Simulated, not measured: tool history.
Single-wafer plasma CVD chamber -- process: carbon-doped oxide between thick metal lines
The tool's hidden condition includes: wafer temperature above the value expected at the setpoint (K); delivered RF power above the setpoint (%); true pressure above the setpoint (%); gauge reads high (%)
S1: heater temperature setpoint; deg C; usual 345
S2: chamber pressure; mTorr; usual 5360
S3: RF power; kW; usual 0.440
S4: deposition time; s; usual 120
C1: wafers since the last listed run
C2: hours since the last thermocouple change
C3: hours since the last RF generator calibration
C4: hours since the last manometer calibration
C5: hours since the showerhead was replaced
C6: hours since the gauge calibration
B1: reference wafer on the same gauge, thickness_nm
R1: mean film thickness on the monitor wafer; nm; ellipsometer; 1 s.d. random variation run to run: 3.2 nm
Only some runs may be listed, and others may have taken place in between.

run,day,S1,S2,S3,S4,C1,C2,C3,C4,C5,C6,B1,R1
1,0.000,345,6300,0.440,120,0,1805.3,1758.8,728.9,5343.6,1285.8,608.116,529.678
2,4.412,345,5360,0.440,120,1236,1911.2,1864.7,834.8,5449.5,1391.7,607.266,523.119
3,6.867,352,5360,0.440,120,687,1970.1,1923.6,893.7,5508.4,1450.6,608.257,512.304
4,8.458,352,5360,0.440,120,445,2008.3,1961.8,931.9,5546.6,1488.8,607.724,522.105
5,12.325,352,5360,0.440,120,1083,2101.1,2054.6,1024.7,5639.4,1581.6,607.089,509.736
6,15.200,345,5360,0.440,136,805,2170.1,2123.6,1093.7,5708.4,1650.6,607.845,593.719
7,16.950,345,5360,0.440,120,490,2212.1,2165.6,1135.7,5750.4,1692.6,608.514,527.112
8,19.279,345,5360,0.370,111,652,2268.0,2221.5,1191.6,5806.3,1748.5,606.649,423.942
9,21.929,349,6540,0.440,120,742,2331.6,2285.1,1255.2,5869.9,1812.1,608.539,528.678
# day 28.729: thermocouple changed; heater temperature recalibrated
10,29.567,349,6540,0.440,120,2046,20.1,2468.4,1438.5,6053.2,1995.4,606.826,529.415
11,32.975,358,6660,0.505,134,954,101.9,2550.2,1520.3,6135.0,2077.2,607.943,631.203
12,36.692,345,5360,0.440,120,1041,191.1,2639.4,1609.5,6224.2,2166.4,607.752,517.693
13,41.175,345,5360,0.440,133,1255,298.7,2747.0,1717.1,6331.8,2274.0,608.397,578.163
# day 42.558: showerhead replaced
14,45.192,345,5360,0.400,120,1031,395.1,2843.4,1813.5,63.2,2370.4,608.539,477.791
# day 46.550: RF generator calibrated
15,48.117,345,6690,0.395,120,726,465.3,37.6,1883.7,133.4,2440.6,609.057,506.461
16,49.942,349,5360,0.440,120,511,509.1,81.4,1927.5,177.2,2484.4,608.154,527.911
17,54.412,337,4670,0.480,100,1252,616.4,188.7,2034.8,284.5,2591.7,608.467,473.402
18,56.467,345,5360,0.440,100,575,665.7,238.0,2084.1,333.8,2641.0,607.604,447.618
# day 58.092: capacitance manometer re-zeroed and calibrated
19,59.629,345,5360,0.440,120,792,741.6,313.9,36.9,409.7,2716.9,608.299,536.329
20,63.808,340,4750,0.370,104,1170,841.9,414.2,137.2,510.0,2817.2,608.417,409.112
# day 65.292: gauge calibrated
21,65.842,352,5360,0.440,120,569,890.7,463.0,186.0,558.8,13.2,607.941,524.586
22,70.317,354,6310,0.440,120,1253,998.1,570.4,293.4,666.2,120.6,607.832,527.804
23,82.788,356,4660,0.440,141,3493,1297.4,869.7,592.7,965.5,419.9,608.173,595.662
24,85.317,345,5360,0.440,120,708,1358.1,930.4,653.4,1026.2,480.6,608.794,530.969
25,88.879,356,5360,0.440,131,997,1443.6,1015.9,738.9,1111.7,566.1,608.562,562.440
26,93.238,345,5360,0.440,120,1220,1548.2,1120.5,843.5,1216.3,670.7,608.060,538.833
27,96.362,345,5360,0.505,120,875,1623.2,1195.5,918.5,1291.3,745.7,607.111,588.965
28,100.783,345,5360,0.440,120,1238,1729.3,1301.6,1024.6,1397.4,851.8,608.395,534.867
29,105.258,337,5360,0.475,120,1253,1836.7,1409.0,1132.0,1504.8,959.2,606.609,577.655

Consider 3 possible next runs. They are alternatives, not a sequence: every one starts from the tool as it was left by run 29. What does each give?
A,105.275,345,5360,0.440,104,4,1837.1,1409.4,1132.4,1505.2,959.6,?,?
B,105.275,330,5010,0.440,98,4,1837.1,1409.4,1132.4,1505.2,959.6,?,?
C,105.275,345,4670,0.500,120,4,1837.1,1409.4,1132.4,1505.2,959.6,?,?

run,B1,R1
A,608.206,460.272
B,608.206,452.000
C,608.206,569.565
Take away the tool's hidden state, keep each run's random variation, and the runs would have read:
run,R1
A,467.767
B,459.360
C,577.500

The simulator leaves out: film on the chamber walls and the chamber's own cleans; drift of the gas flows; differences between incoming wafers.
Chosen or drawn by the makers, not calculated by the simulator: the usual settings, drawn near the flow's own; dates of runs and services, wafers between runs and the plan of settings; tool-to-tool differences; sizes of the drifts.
